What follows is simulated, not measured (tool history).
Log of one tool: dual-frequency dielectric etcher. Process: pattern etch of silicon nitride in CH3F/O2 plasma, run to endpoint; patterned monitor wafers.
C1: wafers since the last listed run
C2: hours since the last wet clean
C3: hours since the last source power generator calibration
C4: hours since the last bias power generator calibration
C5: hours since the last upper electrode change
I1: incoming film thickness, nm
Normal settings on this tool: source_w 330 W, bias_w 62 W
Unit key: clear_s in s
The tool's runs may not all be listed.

{"run": 1, "hour": 0.0, "source_w": 310, "bias_w": 74, "C1": 0, "C2": 281.3, "C3": 1409.0, "C4": 2080.1, "C5": 2688.8, "I1": 90.0, "clear_s": 111.9}
{"run": 2, "hour": 31.3, "source_w": 310, "bias_w": 74, "C1": 236, "C2": 312.6, "C3": 1440.3, "C4": 2111.4, "C5": 2720.1, "I1": 89.1, "clear_s": 111.6}
{"run": 3, "hour": 51.1, "source_w": 300, "bias_w": 54, "C1": 149, "C2": 332.4, "C3": 1460.1, "C4": 2131.2, "C5": 2739.9, "I1": 89.9, "clear_s": 127.5}
{"run": 4, "hour": 83.6, "source_w": 330, "bias_w": 62, "C1": 245, "C2": 364.9, "C3": 1492.6, "C4": 2163.7, "C5": 2772.4, "I1": 89.6, "clear_s": 113.4}
{"run": 5, "hour": 148.5, "source_w": 330, "bias_w": 62, "C1": 490, "C2": 429.8, "C3": 1557.5, "C4": 2228.6, "C5": 2837.3, "I1": 89.4, "clear_s": 111.7}
{"run": 6, "hour": 164.6, "source_w": 330, "bias_w": 62, "C1": 121, "C2": 445.9, "C3": 1573.6, "C4": 2244.7, "C5": 2853.4, "I1": 89.5, "clear_s": 111.8}
{"hour": 200.3, "done": "wet clean of the chamber"}
{"run": 7, "hour": 200.8, "source_w": 330, "bias_w": 62, "C1": 92, "C2": 0.5, "C3": 1609.8, "C4": 2280.9, "C5": 2889.6, "I1": 88.9, "clear_s": 118.6}
{"run": 8, "hour": 208.8, "source_w": 330, "bias_w": 62, "C1": 60, "C2": 8.5, "C3": 1617.8, "C4": 2288.9, "C5": 2897.6, "I1": 89.3, "clear_s": 118.9}
{"hour": 217.1, "done": "bias power generator calibrated"}
{"hour": 233.8, "done": "source power generator calibrated"}
{"run": 9, "hour": 235.8, "source_w": 330, "bias_w": 62, "C1": 143, "C2": 35.5, "C3": 2.0, "C4": 18.7, "C5": 2924.6, "I1": 90.5, "clear_s": 120.3}
{"run": 10, "hour": 254.8, "source_w": 330, "bias_w": 62, "C1": 143, "C2": 54.5, "C3": 21.0, "C4": 37.7, "C5": 2943.6, "I1": 89.8, "clear_s": 119.2}
{"run": 11, "hour": 271.6, "source_w": 330, "bias_w": 62, "C1": 126, "C2": 71.3, "C3": 37.8, "C4": 54.5, "C5": 2960.4, "I1": 89.7, "clear_s": 120.8}
{"run": 12, "hour": 304.1, "source_w": 330, "bias_w": 51, "C1": 245, "C2": 103.8, "C3": 70.3, "C4": 87.0, "C5": 2992.9, "I1": 89.9, "clear_s": 128.5}
{"hour": 330.7, "done": "upper electrode replaced"}
{"run": 13, "hour": 331.2, "source_w": 280, "bias_w": 47, "C1": 23, "C2": 130.9, "C3": 97.4, "C4": 114.1, "C5": 0.5, "I1": 89.4, "clear_s": 144.2}
{"run": 14, "hour": 358.3, "source_w": 290, "bias_w": 47, "C1": 204, "C2": 158.0, "C3": 124.5, "C4": 141.2, "C5": 27.6, "I1": 89.3, "clear_s": 138.0}
{"run": 15, "hour": 390.7, "source_w": 380, "bias_w": 62, "C1": 244, "C2": 190.4, "C3": 156.9, "C4": 173.6, "C5": 60.0, "I1": 89.7, "clear_s": 107.8}
{"run": 16, "hour": 422.9, "source_w": 360, "bias_w": 49, "C1": 243, "C2": 222.6, "C3": 189.1, "C4": 205.8, "C5": 92.2, "I1": 90.5, "clear_s": 120.1}
{"run": 17, "hour": 441.7, "source_w": 380, "bias_w": 71, "C1": 142, "C2": 241.4, "C3": 207.9, "C4": 224.6, "C5": 111.0, "I1": 90.3, "clear_s": 102.7}
{"run": 18, "hour": 462.9, "source_w": 330, "bias_w": 62, "C1": 160, "C2": 262.6, "C3": 229.1, "C4": 245.8, "C5": 132.2, "I1": 89.7, "clear_s": 113.9}
{"run": 19, "hour": 478.2, "source_w": 300, "bias_w": 62, "C1": 115, "C2": 277.9, "C3": 244.4, "C4": 261.1, "C5": 147.5, "I1": 90.0, "clear_s": 124.5}
{"run": 20, "hour": 498.7, "source_w": 330, "bias_w": 56, "C1": 154, "C2": 298.4, "C3": 264.9, "C4": 281.6, "C5": 168.0, "I1": 90.1, "clear_s": 119.8}
{"run": 21, "hour": 530.1, "source_w": 280, "bias_w": 55, "C1": 237, "C2": 329.8, "C3": 296.3, "C4": 313.0, "C5": 199.4, "I1": 89.2, "clear_s": 132.1}
{"run": 22, "hour": 566.1, "source_w": 330, "bias_w": 62, "C1": 271, "C2": 365.8, "C3": 332.3, "C4": 349.0, "C5": 235.4, "I1": 90.1, "clear_s": 114.4}
{"hour": 606.7, "done": "wet clean of the chamber"}
{"run": 23, "hour": 607.2, "source_w": 330, "bias_w": 72, "C1": 129, "C2": 0.5, "C3": 373.4, "C4": 390.1, "C5": 276.5, "I1": 90.4, "clear_s": 114.9}

For each run, what was the tool's unlogged condition?
source power that arrives over what is set, %: 0 at every run
bias power that arrives over what is set, %: 0 at every run
H1: etch rate over this chamber's usual, %
run=1 H1=3.85
run=2 H1=4.24
run=3 H1=4.49
run=4 H1=4.89
run=5 H1=5.7
run=6 H1=5.9
run=7 H1=-0.431
run=8 H1=-0.332
run=9 H1=0.00269
run=10 H1=0.238
run=11 H1=0.447
run=12 H1=0.85
run=13 H1=1.19
run=14 H1=1.52
run=15 H1=1.92
run=16 H1=2.32
run=17 H1=2.56
run=18 H1=2.82
run=19 H1=3.01
run=20 H1=3.26
run=21 H1=3.65
run=22 H1=4.1
run=23 H1=-0.531
